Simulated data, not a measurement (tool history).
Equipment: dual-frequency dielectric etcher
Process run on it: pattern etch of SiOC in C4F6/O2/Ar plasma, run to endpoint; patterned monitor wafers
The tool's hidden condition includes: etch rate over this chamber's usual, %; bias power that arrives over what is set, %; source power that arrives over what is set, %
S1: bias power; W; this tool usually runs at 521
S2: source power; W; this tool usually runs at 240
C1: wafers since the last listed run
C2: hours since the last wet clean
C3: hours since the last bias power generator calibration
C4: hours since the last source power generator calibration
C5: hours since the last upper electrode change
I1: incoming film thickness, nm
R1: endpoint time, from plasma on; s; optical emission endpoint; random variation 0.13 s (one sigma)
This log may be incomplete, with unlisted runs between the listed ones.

run,day,S1,S2,C1,C2,C3,C4,C5,I1,R1
1,0,601,240,0,315.8,4074,3428.9,2353.3,49.06,18.7
2,2.425,601,240,1230,374,4132.2,3487.1,2411.5,49.07,18.6
# day 5.167: wet clean of the chamber
3,13.488,521,260,5105,199.7,4397.7,3752.6,2677,49.89,19.6
4,15.55,521,260,1046,249.2,4447.2,3802.1,2726.5,49.73,19.4
5,17.708,521,260,1095,301,4499,3853.9,2778.3,49.65,19.2
# day 20.429: wet clean of the chamber
6,20.708,521,240,1014,6.7,4571,3925.9,2850.3,49.54,20.8
# day 22.404: bias power generator calibrated
7,23.708,521,240,1437,78.7,31.3,3997.9,2922.3,49.92,20.8
8,25.488,521,210,902,121.4,74,4040.6,2965,49.24,21.5
# day 27.662: upper electrode replaced, of another model than before
9,29.954,464,240,1758,228.6,181.2,4147.8,55,49.18,20.5
10,33.342,563,210,1718,309.9,262.5,4229.1,136.3,49,21
# day 34.621: wet clean of the chamber
11,36.471,466,190,1080,44.4,337.6,4304.2,211.4,49.72,25.4
12,38.517,521,240,1037,93.5,386.7,4353.3,260.5,49.37,20.3
# day 39.954: source power generator calibrated
13,42.379,651,290,1875,186.2,479.4,58.2,353.2,49.7,16.9
14,45.367,600,280,1515,257.9,551.1,129.9,424.9,49.87,17.8
# day 52.617: wet clean of the chamber
15,56.188,457,290,4982,85.7,810.8,389.6,684.6,49.4,19.1
16,58.729,458,290,1289,146.7,871.8,450.6,745.6,49.17,18.9

Consider 3 possible next runs. They are alternatives, not a sequence: every one starts from the tool as it was left by run 16. What does each give?
A,58.746,597,240,8,147.1,872.2,451,746,49.51,?
B,58.746,478,190,8,147.1,872.2,451,746,49.51,?
C,58.746,599,240,8,147.1,872.2,451,746,49.51,?

run,R1
A,19.6
B,24.6
C,19.6
Had the tool no hidden state, the same runs would have come out as:
run,R1
A,19.9
B,24.9
C,19.9
